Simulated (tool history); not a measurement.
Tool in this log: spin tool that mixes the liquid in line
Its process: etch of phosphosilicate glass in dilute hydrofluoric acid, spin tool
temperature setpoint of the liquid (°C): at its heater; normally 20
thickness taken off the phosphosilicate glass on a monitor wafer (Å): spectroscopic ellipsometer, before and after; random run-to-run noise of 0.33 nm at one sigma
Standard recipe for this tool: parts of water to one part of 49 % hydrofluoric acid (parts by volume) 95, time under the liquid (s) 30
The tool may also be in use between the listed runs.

run	hour	temperature setpoint of the liquid (°C)	parts of water to one part of 49 % hydrofluoric acid (parts by volume)	time under the liquid (s)	wafers since the last listed run	hours since the thermometer was replaced	hours since the hydrofluoric acid flow meter was replaced	hours since the gauge calibration	read-back film thickness of the phosphosilicate glass reference wafer, read on the same gauge (nm)	thickness taken off the phosphosilicate glass on a monitor wafer (Å)
1	0	20	95	30	0	2223.1	1035.1	342.7	39.99	387.9
2	98.1	20	95	30	1493	2321.2	1133.2	440.8	39.99	383.6
3	121.6	20	95	30	357	2344.7	1156.7	464.3	39.99	382.7
4	145.1	20	95	30	357	2368.2	1180.2	487.8	39.98	380.4
5	180	20	95	30	531	2403.1	1215.1	522.7	40.03	381.3
6	195.2	20	95	30	231	2418.3	1230.3	537.9	40.03	379
7	225.4	20	95	30	459	2448.5	1260.5	568.1	39.98	382.7
# hour 251.5: thermometer replaced
8	257.3	20	95	30	470	5.8	1292.4	600	40.03	380.9
9	283.2	20	120	30	394	31.7	1318.3	625.9	39.98	289
10	298.7	20	120	30	236	47.2	1333.8	641.4	40	295
# hour 310.8: gauge calibrated
11	329.4	20	95	30	467	77.9	1364.5	18.6	40	376.7
12	355.4	20	95	30	395	103.9	1390.5	44.6	39.98	378
13	382.1	20	95	30	406	130.6	1417.2	71.3	40.03	369.6
14	413	17	45	30	470	161.5	1448.1	102.2	40.02	746.8
# hour 439.6: hydrofluoric acid flow meter replaced
15	441.7	24.5	95	25	421	190.2	2.1	130.9	40.01	425.1
16	455.7	20	95	50	213	204.2	16.1	144.9	40	708.6
17	481.4	23	130	25	391	229.9	41.8	170.6	39.95	278.9
18	494.4	17.5	95	15	197	242.9	54.8	183.6	39.98	186.6
19	517.8	17	95	30	356	266.3	78.2	207	39.97	376.1
20	540.6	20	95	30	347	289.1	101	229.8	40.02	418.2
21	558.1	17	140	30	266	306.6	118.5	247.3	40.01	234.9

Each row is a separate what-if for the run after 21, all from the same tool condition, not one after another. Results?
A	558.5	20	110	30	6	307	118.9	247.7	?	?
B	558.5	20	95	45	6	307	118.9	247.7	?	?
C	558.5	20	95	20	6	307	118.9	247.7	?	?
D	558.5	20	65	30	6	307	118.9	247.7	?	?

run	read-back film thickness of the phosphosilicate glass reference wafer, read on the same gauge (nm)	thickness taken off the phosphosilicate glass on a monitor wafer (Å)
A	40.02	358.6
B	40.02	633.4
C	40.02	281.5
D	40.02	639.1
Had the tool no hidden state, the same runs would have come out as:
run	thickness taken off the phosphosilicate glass on a monitor wafer (Å)
A	362.9
B	640.9
C	284.9
D	646.5
